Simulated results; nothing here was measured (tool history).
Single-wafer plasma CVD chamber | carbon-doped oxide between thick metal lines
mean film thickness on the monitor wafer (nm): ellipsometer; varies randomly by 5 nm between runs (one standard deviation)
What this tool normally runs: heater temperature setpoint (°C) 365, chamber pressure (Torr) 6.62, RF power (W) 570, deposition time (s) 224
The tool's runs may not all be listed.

run   hour  heater temperature setpoint (°C)  chamber pressure (Torr)  RF power (W)  deposition time (s)  read-back reference wafer on the same gauge, thickness_nm  mean film thickness on the monitor wafer (nm)
  1    0.0                               365                     6.62           570                  259                                                   1302.116                                       1381.712
  2   26.9                               365                     6.62           570                  259                                                   1299.536                                       1371.691
  3   47.6                               365                     6.62           500                  224                                                   1300.091                                       1026.228
  4   74.6                               365                     6.62           570                  224                                                   1298.784                                       1182.557
  5  109.6                               365                     6.62           570                  224                                                   1300.478                                       1183.374
  6  137.9                               365                     6.62           570                  224                                                   1300.268                                       1178.166
  7  160.8                               365                     6.62           570                  224                                                   1297.911                                       1179.150
     178.1  -- gauge calibrated
  8  184.4                               357                     6.62           570                  224                                                   1300.695                                       1196.909
  9  199.9                               365                     6.62           570                  254                                                   1299.590                                       1337.987
 10  223.3                               365                     6.62           570                  254                                                   1299.932                                       1333.038
 11  252.2                               365                     6.62           570                  254                                                   1301.443                                       1318.946
 12  266.1                               365                     6.62           570                  224                                                   1299.476                                       1166.876
     274.9  -- thermocouple changed; heater temperature recalibrated
 13  285.0                               365                     6.62           570                  224                                                   1299.078                                       1164.582
 14  307.9                               375                     6.62           570                  265                                                   1299.727                                       1336.181
     333.5  -- RF generator calibrated
 15  342.0                               365                     6.07           645                  208                                                   1301.499                                       1292.689
 16  361.6                               372                     6.62           620                  190                                                   1300.130                                       1147.382
 17  395.4                               365                     5.70           570                  256                                                   1299.535                                       1407.719
 18  413.9                               365                     7.48           520                  224                                                   1298.946                                       1157.381
     430.9  -- capacitance manometer re-zeroed and calibrated
 19  446.2                               365                     6.62           570                  224                                                   1300.817                                       1256.243
 20  464.5                               365                     5.77           570                  224                                                   1299.095                                       1230.516
     474.0  -- showerhead replaced
 21  495.7                               379                     5.13           570                  244                                                   1298.567                                       1255.710
 22  508.9                               365                     6.62           570                  185                                                   1300.113                                       1037.101
 23  521.9                               365                     6.62           570                  264                                                   1300.418                                       1491.074
 24  553.2                               365                     6.62           570                  259                                                   1299.388                                       1459.013
 25  583.0                               358                     5.70           570                  259                                                   1301.244                                       1444.350
 26  607.9                               365                     6.62           570                  264                                                   1300.769                                       1479.492
 27  622.3                               357                     6.62           525                  203                                                   1299.274                                       1064.238

Same runs, no hidden state in the tool, same run-to-run variation:
Unlogged tool condition in this case: wafer temperature above the value expected at the setpoint (K); delivered RF power above the setpoint (%); true pressure above the setpoint (%); gauge reads high (%).
run  mean film thickness on the monitor wafer (nm)
  1                                       1458.922
  2                                       1451.362
  3                                       1099.881
  4                                       1256.012
  5                                       1260.509
  6                                       1257.961
  7                                       1261.495
  8                                       1283.142
  9                                       1436.360
 10                                       1434.067
 11                                       1422.678
 12                                       1260.281
 13                                       1260.050
 14                                       1448.920
 15                                       1294.376
 16                                       1148.906
 17                                       1409.732
 18                                       1159.200
 19                                       1258.296
 20                                       1232.653
 21                                       1258.154
 22                                       1039.226
 23                                       1494.292
 24                                       1462.590
 25                                       1448.356
 26                                       1484.041
 27                                       1067.900
